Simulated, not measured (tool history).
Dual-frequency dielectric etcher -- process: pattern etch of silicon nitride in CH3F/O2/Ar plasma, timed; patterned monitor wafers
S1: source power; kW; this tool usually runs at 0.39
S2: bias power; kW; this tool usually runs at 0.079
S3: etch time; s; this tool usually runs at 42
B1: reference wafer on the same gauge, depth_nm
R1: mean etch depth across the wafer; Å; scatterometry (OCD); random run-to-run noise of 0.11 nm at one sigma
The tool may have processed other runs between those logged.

| run | hour | S1 | S2 | S3 | B1 | R1 |
|---|---|---|---|---|---|---|
| 1 | 0 | 0.39 | 0.064 | 42 | 30.29 | 258.6 |
| 2 | 16.4 | 0.39 | 0.064 | 42 | 30.29 | 258 |
| 3 | 32.2 | 0.39 | 0.064 | 42 | 30.31 | 261.3 |
| 4 | 44.2 | 0.39 | 0.079 | 42 | 30.3 | 291.2 |
| 5 | 59.8 | 0.39 | 0.079 | 42 | 30.29 | 289.8 |
|  | 84.5 | wet clean of the chamber |
| 6 | 85 | 0.39 | 0.079 | 42 | 30.33 | 296.5 |
| 7 | 85.4 | 0.39 | 0.079 | 42 | 30.28 | 297.9 |
|  | 86.5 | gauge calibrated |
| 8 | 98.3 | 0.39 | 0.079 | 42 | 30.28 | 297.8 |
| 9 | 105.7 | 0.36 | 0.079 | 49.5 | 30.32 | 342.5 |
| 10 | 113.5 | 0.48 | 0.067 | 31 | 30.29 | 212.9 |
| 11 | 123.5 | 0.48 | 0.067 | 31 | 30.31 | 212 |
| 12 | 139 | 0.39 | 0.079 | 42 | 30.3 | 295.8 |
|  | 165 | upper electrode replaced |
| 13 | 165.5 | 0.29 | 0.084 | 42 | 30.32 | 286 |
| 14 | 165.8 | 0.39 | 0.079 | 42 | 30.31 | 295.3 |
|  | 185.9 | source power generator calibrated |
| 15 | 210.7 | 0.39 | 0.073 | 42 | 30.28 | 283.7 |
|  | 249.4 | bias power generator calibrated |
| 16 | 251.4 | 0.39 | 0.079 | 42 | 30.31 | 293.7 |
| 17 | 262 | 0.36 | 0.079 | 42 | 30.3 | 286.5 |
| 18 | 272.8 | 0.46 | 0.092 | 42 | 30.29 | 330.5 |
| 19 | 289.8 | 0.44 | 0.098 | 33 | 30.3 | 266.8 |
| 20 | 297.1 | 0.34 | 0.071 | 33 | 30.29 | 210.5 |
| 21 | 314.1 | 0.39 | 0.079 | 42 | 30.3 | 292.1 |
| 22 | 322.9 | 0.39 | 0.079 | 42 | 30.28 | 292 |
| 23 | 337.9 | 0.39 | 0.073 | 31 | 30.3 | 207 |
| 24 | 354.8 | 0.39 | 0.079 | 42 | 30.33 | 293.3 |
| 25 | 367.2 | 0.42 | 0.061 | 49.5 | 30.28 | 306.7 |
| 26 | 383.9 | 0.48 | 0.065 | 48 | 30.28 | 317.1 |
| 27 | 390.4 | 0.39 | 0.079 | 45.5 | 30.31 | 315.2 |
| 28 | 398.7 | 0.39 | 0.079 | 38 | 30.32 | 264.4 |
| 29 | 405.1 | 0.39 | 0.068 | 42 | 30.3 | 268.8 |

Here are 5 independent what-if runs from the current tool condition. What would each one return?
| A | 405.5 | 0.39 | 0.079 | 42 | ? | ? |
| B | 405.5 | 0.49 | 0.062 | 38.5 | ? | ? |
| C | 405.5 | 0.29 | 0.094 | 35 | ? | ? |
| D | 405.5 | 0.33 | 0.079 | 38 | ? | ? |
| E | 405.5 | 0.39 | 0.088 | 51.5 | ? | ? |

| run | B1 | R1 |
|---|---|---|
| A | 30.28 | 291.7 |
| B | 30.28 | 250.1 |
| C | 30.28 | 247.3 |
| D | 30.28 | 252.9 |
| E | 30.28 | 378.4 |
With no hidden state in the tool, these same runs would have given:
| run | R1 |
|---|---|
| A | 300.3 |
| B | 257.4 |
| C | 254.6 |
| D | 260.3 |
| E | 389.5 |
